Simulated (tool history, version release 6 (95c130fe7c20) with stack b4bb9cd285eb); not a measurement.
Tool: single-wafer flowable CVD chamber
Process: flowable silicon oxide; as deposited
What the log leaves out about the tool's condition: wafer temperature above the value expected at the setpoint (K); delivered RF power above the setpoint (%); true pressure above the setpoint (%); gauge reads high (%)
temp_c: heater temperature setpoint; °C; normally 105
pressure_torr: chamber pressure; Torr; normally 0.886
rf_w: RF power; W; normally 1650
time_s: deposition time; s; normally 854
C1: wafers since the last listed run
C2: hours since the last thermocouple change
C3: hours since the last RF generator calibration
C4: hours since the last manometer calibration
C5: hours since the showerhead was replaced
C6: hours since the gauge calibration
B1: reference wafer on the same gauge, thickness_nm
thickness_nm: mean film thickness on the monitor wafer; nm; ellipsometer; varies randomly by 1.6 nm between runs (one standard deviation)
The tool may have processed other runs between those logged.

Run 1, hour 0: usual settings; C1 0; C2 1393.1; C3 1769.5; C4 273.6; C5 2369.2; C6 17.1; B1 430.716. Result: thickness_nm 421.207 nm.
Run 2, hour 103.8: usual settings; C1 336; C2 1496.9; C3 1873.3; C4 377.4; C5 2473; C6 120.9; B1 429.946. Result: thickness_nm 418.244 nm.
Run 3, hour 204.6: usual settings; C1 327; C2 1597.7; C3 1974.1; C4 478.2; C5 2573.8; C6 221.7; B1 430.212. Result: thickness_nm 417.998 nm.
Run 4, hour 256.9: usual settings; C1 169; C2 1650; C3 2026.4; C4 530.5; C5 2626.1; C6 274; B1 430.578. Result: thickness_nm 417.896 nm.
Run 5, hour 331.2: usual settings; C1 241; C2 1724.3; C3 2100.7; C4 604.8; C5 2700.4; C6 348.3; B1 429.531. Result: thickness_nm 420.015 nm.
Run 6, hour 413.6: usual settings; C1 267; C2 1806.7; C3 2183.1; C4 687.2; C5 2782.8; C6 430.7; B1 430.081. Result: thickness_nm 418.625 nm.
Run 7, hour 470.8: usual settings but temp_c 99 °C, pressure_torr 0.961 Torr; C1 185; C2 1863.9; C3 2240.3; C4 744.4; C5 2840; C6 487.9; B1 430.399. Result: thickness_nm 528.941 nm.
Run 8, hour 540.1: usual settings but pressure_torr 1.002 Torr; C1 224; C2 1933.2; C3 2309.6; C4 813.7; C5 2909.3; C6 557.2; B1 430.088. Result: thickness_nm 459.439 nm.
Run 9, hour 633.6: usual settings but pressure_torr 0.948 Torr; C1 303; C2 2026.7; C3 2403.1; C4 907.2; C5 3002.8; C6 650.7; B1 430.065. Result: thickness_nm 437.499 nm.
At hour 713.4: showerhead replaced.
Run 10, hour 720.7: usual settings but temp_c 100 °C, pressure_torr 0.765 Torr; C1 256; C2 2113.8; C3 2490.2; C4 994.3; C5 7.3; C6 737.8; B1 429.72. Result: thickness_nm 431.408 nm.
Run 11, hour 763.9: usual settings but rf_w 1930 W, time_s 793 s; C1 140; C2 2157; C3 2533.4; C4 1037.5; C5 50.5; C6 781; B1 430.719. Result: thickness_nm 405.375 nm.
Run 12, hour 834.3: usual settings but pressure_torr 0.756 Torr; C1 228; C2 2227.4; C3 2603.8; C4 1107.9; C5 120.9; C6 851.4; B1 430.295. Result: thickness_nm 366.28 nm.
Run 13, hour 915.1: usual settings but temp_c 112 °C, pressure_torr 0.723 Torr, rf_w 1765 W, time_s 788 s; C1 262; C2 2308.2; C3 2684.6; C4 1188.7; C5 201.7; C6 932.2; B1 429.366. Result: thickness_nm 272.805 nm.
Run 14, hour 996: usual settings; C1 262; C2 2389.1; C3 2765.5; C4 1269.6; C5 282.6; C6 1013.1; B1 430.288. Result: thickness_nm 413.097 nm.
At hour 1036.7: RF generator calibrated.
Run 15, hour 1060.3: usual settings; C1 182; C2 2453.4; C3 23.6; C4 1333.9; C5 346.9; C6 1077.4; B1 429.919. Result: thickness_nm 426.265 nm.
Run 16, hour 1123.1: usual settings; C1 203; C2 2516.2; C3 86.4; C4 1396.7; C5 409.7; C6 1140.2; B1 429.758. Result: thickness_nm 429.431 nm.
At hour 1179.8: thermocouple changed; heater temperature recalibrated.
Run 17, hour 1198: usual settings but temp_c 94 °C; C1 217; C2 18.2; C3 161.3; C4 1471.6; C5 484.6; C6 1215.1; B1 430.396. Result: thickness_nm 589.786 nm.
Run 18, hour 1274.3: usual settings; C1 247; C2 94.5; C3 237.6; C4 1547.9; C5 560.9; C6 1291.4; B1 430.406. Result: thickness_nm 423.984 nm.
Run 19, hour 1377.2: usual settings but rf_w 1930 W, time_s 793 s; C1 334; C2 197.4; C3 340.5; C4 1650.8; C5 663.8; C6 1394.3; B1 429.426. Result: thickness_nm 413.814 nm.
Run 20, hour 1421: usual settings but pressure_torr 1.05 Torr, time_s 733 s; C1 142; C2 241.2; C3 384.3; C4 1694.6; C5 707.6; C6 1438.1; B1 429.405. Result: thickness_nm 418.95 nm.
Run 21, hour 1495.4: usual settings but rf_w 1520 W, time_s 792 s; C1 241; C2 315.6; C3 458.7; C4 1769; C5 782; C6 1512.5; B1 430.862. Result: thickness_nm 386.872 nm.
Run 22, hour 1585.7: usual settings; C1 293; C2 405.9; C3 549; C4 1859.3; C5 872.3; C6 1602.8; B1 430.188. Result: thickness_nm 429.319 nm.
Run 23, hour 1676.7: usual settings but temp_c 117 °C, time_s 1014 s; C1 295; C2 496.9; C3 640; C4 1950.3; C5 963.3; C6 1693.8; B1 430.211. Result: thickness_nm 362.231 nm.
Run 24, hour 1771: usual settings but temp_c 98 °C, rf_w 1795 W, time_s 778 s; C1 306; C2 591.2; C3 734.3; C4 2044.6; C5 1057.6; C6 1788.1; B1 430.56. Result: thickness_nm 489.331 nm.
Run 25, hour 1839: usual settings but temp_c 100 °C, time_s 1018 s; C1 220; C2 659.2; C3 802.3; C4 2112.6; C5 1125.6; C6 1856.1; B1 430.137. Result: thickness_nm 587.997 nm.
At hour 1933.1: capacitance manometer re-zeroed and calibrated.
Run 26, hour 1937.3: usual settings; C1 293; C2 757.5; C3 900.6; C4 4.2; C5 1223.9; C6 1954.4; B1 429.952. Result: thickness_nm 427.254 nm.
Run 27, hour 1978.1: usual settings but rf_w 1975 W, time_s 943 s; C1 132; C2 798.3; C3 941.4; C4 45; C5 1264.7; C6 1995.2; B1 430.06. Result: thickness_nm 493.605 nm.

5 options for the next run, each taken on its own from the tool as it stands now. Forecast them:
Run A, hour 1978.7: usual settings; C1 1; C2 798.9; C3 942; C4 45.6; C5 1265.3; C6 1995.8; B1 ?. Result: thickness_nm ?.
Run B, hour 1978.7: usual settings but pressure_torr 0.72 Torr, time_s 743 s; C1 1; C2 798.9; C3 942; C4 45.6; C5 1265.3; C6 1995.8; B1 ?. Result: thickness_nm ?.
Run C, hour 1978.7: usual settings but pressure_torr 0.826 Torr, time_s 986 s; C1 1; C2 798.9; C3 942; C4 45.6; C5 1265.3; C6 1995.8; B1 ?. Result: thickness_nm ?.
Run D, hour 1978.7: usual settings but rf_w 1800 W; C1 1; C2 798.9; C3 942; C4 45.6; C5 1265.3; C6 1995.8; B1 ?. Result: thickness_nm ?.
Run E, hour 1978.7: usual settings but temp_c 117 °C, pressure_torr 1.097 Torr, rf_w 1340 W, time_s 998 s; C1 1; C2 798.9; C3 942; C4 45.6; C5 1265.3; C6 1995.8; B1 ?. Result: thickness_nm ?.

run       B1  thickness_nm
  A  429.887       426.223
  B  429.887       316.304
  C  429.887       465.921
  D  429.887       437.104
  E  429.887       390.296
What these runs would have given with no unlogged condition in the tool:
run  thickness_nm
  A       428.137
  B       317.724
  C       468.013
  D       439.067
  E       392.571
